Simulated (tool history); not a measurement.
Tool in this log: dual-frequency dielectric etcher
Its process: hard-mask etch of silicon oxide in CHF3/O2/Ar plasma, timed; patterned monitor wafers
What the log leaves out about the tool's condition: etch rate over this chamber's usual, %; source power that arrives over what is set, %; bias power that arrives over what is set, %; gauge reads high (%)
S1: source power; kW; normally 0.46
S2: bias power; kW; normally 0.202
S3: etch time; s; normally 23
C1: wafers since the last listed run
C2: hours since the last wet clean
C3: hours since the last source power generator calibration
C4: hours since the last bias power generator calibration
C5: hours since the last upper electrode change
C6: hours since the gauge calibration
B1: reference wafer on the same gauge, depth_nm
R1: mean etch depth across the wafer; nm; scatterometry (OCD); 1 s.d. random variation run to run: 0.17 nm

{"run": 1, "hour": 0.0, "S1": 0.46, "S2": 0.202, "S3": 23, "C1": 0, "C2": 214.6, "C3": 76, "C4": 1978.6, "C5": 55.9, "C6": 1127.5, "B1": 49.89, "R1": 42.14}
{"run": 2, "hour": 74.6, "S1": 0.51, "S2": 0.202, "S3": 23, "C1": 1031, "C2": 289.2, "C3": 150.6, "C4": 2053.2, "C5": 130.5, "C6": 1202.1, "B1": 49.88, "R1": 43.18}
{"run": 3, "hour": 105.4, "S1": 0.51, "S2": 0.202, "S3": 23, "C1": 425, "C2": 320, "C3": 181.4, "C4": 2084, "C5": 161.3, "C6": 1232.9, "B1": 49.83, "R1": 42.93}
{"run": 4, "hour": 152.6, "S1": 0.51, "S2": 0.202, "S3": 23, "C1": 652, "C2": 367.2, "C3": 228.6, "C4": 2131.2, "C5": 208.5, "C6": 1280.1, "B1": 49.87, "R1": 42.9}
{"hour": 174.7, "done": "bias power generator calibrated"}
{"run": 5, "hour": 190.2, "S1": 0.46, "S2": 0.174, "S3": 18, "C1": 464, "C2": 404.8, "C3": 266.2, "C4": 15.5, "C5": 246.1, "C6": 1317.7, "B1": 49.95, "R1": 30.48}
{"hour": 218.2, "done": "wet clean of the chamber"}
{"run": 6, "hour": 383.0, "S1": 0.46, "S2": 0.174, "S3": 18, "C1": 2333, "C2": 164.8, "C3": 459, "C4": 208.3, "C5": 438.9, "C6": 1510.5, "B1": 49.93, "R1": 30.69}
{"run": 7, "hour": 451.7, "S1": 0.46, "S2": 0.202, "S3": 23, "C1": 949, "C2": 233.5, "C3": 527.7, "C4": 277, "C5": 507.6, "C6": 1579.2, "B1": 49.92, "R1": 42.38}
{"run": 8, "hour": 486.4, "S1": 0.38, "S2": 0.159, "S3": 19.5, "C1": 479, "C2": 268.2, "C3": 562.4, "C4": 311.7, "C5": 542.3, "C6": 1613.9, "B1": 49.9, "R1": 30.57}
{"run": 9, "hour": 539.4, "S1": 0.46, "S2": 0.202, "S3": 23, "C1": 732, "C2": 321.2, "C3": 615.4, "C4": 364.7, "C5": 595.3, "C6": 1666.9, "B1": 49.87, "R1": 42.27}
{"run": 10, "hour": 604.7, "S1": 0.5, "S2": 0.248, "S3": 20, "C1": 902, "C2": 386.5, "C3": 680.7, "C4": 430, "C5": 660.6, "C6": 1732.2, "B1": 49.87, "R1": 41.33}
{"hour": 635.3, "done": "wet clean of the chamber"}
{"run": 11, "hour": 635.8, "S1": 0.46, "S2": 0.228, "S3": 23, "C1": 98, "C2": 0.5, "C3": 711.8, "C4": 461.1, "C5": 691.7, "C6": 1763.3, "B1": 49.9, "R1": 45.69}
{"run": 12, "hour": 674.6, "S1": 0.52, "S2": 0.17, "S3": 21, "C1": 536, "C2": 39.3, "C3": 750.6, "C4": 499.9, "C5": 730.5, "C6": 1802.1, "B1": 49.85, "R1": 37.02}
{"run": 13, "hour": 746.1, "S1": 0.54, "S2": 0.202, "S3": 25, "C1": 988, "C2": 110.8, "C3": 822.1, "C4": 571.4, "C5": 802, "C6": 1873.6, "B1": 49.85, "R1": 48.43}
{"run": 14, "hour": 787.3, "S1": 0.4, "S2": 0.238, "S3": 26.5, "C1": 569, "C2": 152, "C3": 863.3, "C4": 612.6, "C5": 843.2, "C6": 1914.8, "B1": 49.93, "R1": 52.17}
{"run": 15, "hour": 824.4, "S1": 0.41, "S2": 0.161, "S3": 28, "C1": 512, "C2": 189.1, "C3": 900.4, "C4": 649.7, "C5": 880.3, "C6": 1951.9, "B1": 49.91, "R1": 45.09}
{"run": 16, "hour": 880.0, "S1": 0.46, "S2": 0.174, "S3": 18, "C1": 768, "C2": 244.7, "C3": 956, "C4": 705.3, "C5": 935.9, "C6": 2007.5, "B1": 49.97, "R1": 31.06}
{"run": 17, "hour": 925.2, "S1": 0.52, "S2": 0.183, "S3": 23, "C1": 624, "C2": 289.9, "C3": 1001.2, "C4": 750.5, "C5": 981.1, "C6": 2052.7, "B1": 49.99, "R1": 41.68}
{"hour": 942.2, "done": "gauge calibrated"}
{"run": 18, "hour": 968.4, "S1": 0.46, "S2": 0.202, "S3": 23, "C1": 597, "C2": 333.1, "C3": 1044.4, "C4": 793.7, "C5": 1024.3, "C6": 26.2, "B1": 49.93, "R1": 42.53}
{"run": 19, "hour": 994.3, "S1": 0.46, "S2": 0.202, "S3": 23, "C1": 358, "C2": 359, "C3": 1070.3, "C4": 819.6, "C5": 1050.2, "C6": 52.1, "B1": 49.91, "R1": 42.5}
{"run": 20, "hour": 1064.7, "S1": 0.56, "S2": 0.231, "S3": 27.5, "C1": 973, "C2": 429.4, "C3": 1140.7, "C4": 890, "C5": 1120.6, "C6": 122.5, "B1": 49.93, "R1": 56.41}
{"hour": 1123.0, "done": "wet clean of the chamber"}
{"run": 21, "hour": 1123.5, "S1": 0.5, "S2": 0.231, "S3": 17, "C1": 481, "C2": 0.5, "C3": 1199.5, "C4": 948.8, "C5": 1179.4, "C6": 181.3, "B1": 49.91, "R1": 34.71}
{"run": 22, "hour": 1151.3, "S1": 0.46, "S2": 0.202, "S3": 29.5, "C1": 384, "C2": 28.3, "C3": 1227.3, "C4": 976.6, "C5": 1207.2, "C6": 209.1, "B1": 49.83, "R1": 55.35}
{"run": 23, "hour": 1203.2, "S1": 0.51, "S2": 0.243, "S3": 20, "C1": 717, "C2": 80.2, "C3": 1279.2, "C4": 1028.5, "C5": 1259.1, "C6": 261, "B1": 49.92, "R1": 41.74}
{"run": 24, "hour": 1238.5, "S1": 0.46, "S2": 0.222, "S3": 26.5, "C1": 487, "C2": 115.5, "C3": 1314.5, "C4": 1063.8, "C5": 1294.4, "C6": 296.3, "B1": 49.97, "R1": 51.79}
{"run": 25, "hour": 1265.8, "S1": 0.46, "S2": 0.202, "S3": 23, "C1": 377, "C2": 142.8, "C3": 1341.8, "C4": 1091.1, "C5": 1321.7, "C6": 323.6, "B1": 49.94, "R1": 42.76}
{"run": 26, "hour": 1303.8, "S1": 0.46, "S2": 0.155, "S3": 23, "C1": 525, "C2": 180.8, "C3": 1379.8, "C4": 1129.1, "C5": 1359.7, "C6": 361.6, "B1": 49.85, "R1": 37.4}
{"run": 27, "hour": 1338.1, "S1": 0.46, "S2": 0.202, "S3": 19, "C1": 474, "C2": 215.1, "C3": 1414.1, "C4": 1163.4, "C5": 1394, "C6": 395.9, "B1": 49.91, "R1": 35.1}
{"run": 28, "hour": 1390.5, "S1": 0.46, "S2": 0.223, "S3": 16.5, "C1": 724, "C2": 267.5, "C3": 1466.5, "C4": 1215.8, "C5": 1446.4, "C6": 448.3, "B1": 49.96, "R1": 32.08}
{"run": 29, "hour": 1460.6, "S1": 0.51, "S2": 0.25, "S3": 18.5, "C1": 969, "C2": 337.6, "C3": 1536.6, "C4": 1285.9, "C5": 1516.5, "C6": 518.4, "B1": 49.85, "R1": 38.88}

5 options for the next run, each taken on its own from the tool as it stands now. Forecast them:
{"run": "A", "hour": 1461.0, "S1": 0.46, "S2": 0.202, "S3": 23, "C1": 5, "C2": 338, "C3": 1537, "C4": 1286.3, "C5": 1516.9, "C6": 518.8, "B1": "?", "R1": "?"}
{"run": "B", "hour": 1461.0, "S1": 0.54, "S2": 0.202, "S3": 23, "C1": 5, "C2": 338, "C3": 1537, "C4": 1286.3, "C5": 1516.9, "C6": 518.8, "B1": "?", "R1": "?"}
{"run": "C", "hour": 1461.0, "S1": 0.35, "S2": 0.185, "S3": 27, "C1": 5, "C2": 338, "C3": 1537, "C4": 1286.3, "C5": 1516.9, "C6": 518.8, "B1": "?", "R1": "?"}
{"run": "D", "hour": 1461.0, "S1": 0.46, "S2": 0.219, "S3": 23, "C1": 5, "C2": 338, "C3": 1537, "C4": 1286.3, "C5": 1516.9, "C6": 518.8, "B1": "?", "R1": "?"}
{"run": "E", "hour": 1461.0, "S1": 0.57, "S2": 0.25, "S3": 29.5, "C1": 5, "C2": 338, "C3": 1537, "C4": 1286.3, "C5": 1516.9, "C6": 518.8, "B1": "?", "R1": "?"}

run=A B1=49.88 R1=42.32
run=B B1=49.88 R1=43.88
run=C B1=49.88 R1=44.93
run=D B1=49.88 R1=44.05
run=E B1=49.88 R1=63.23
Without the tool's unlogged condition, the same runs would have read:
run=A R1=43.16
run=B R1=44.76
run=C R1=45.82
run=D R1=44.92
run=E R1=64.49
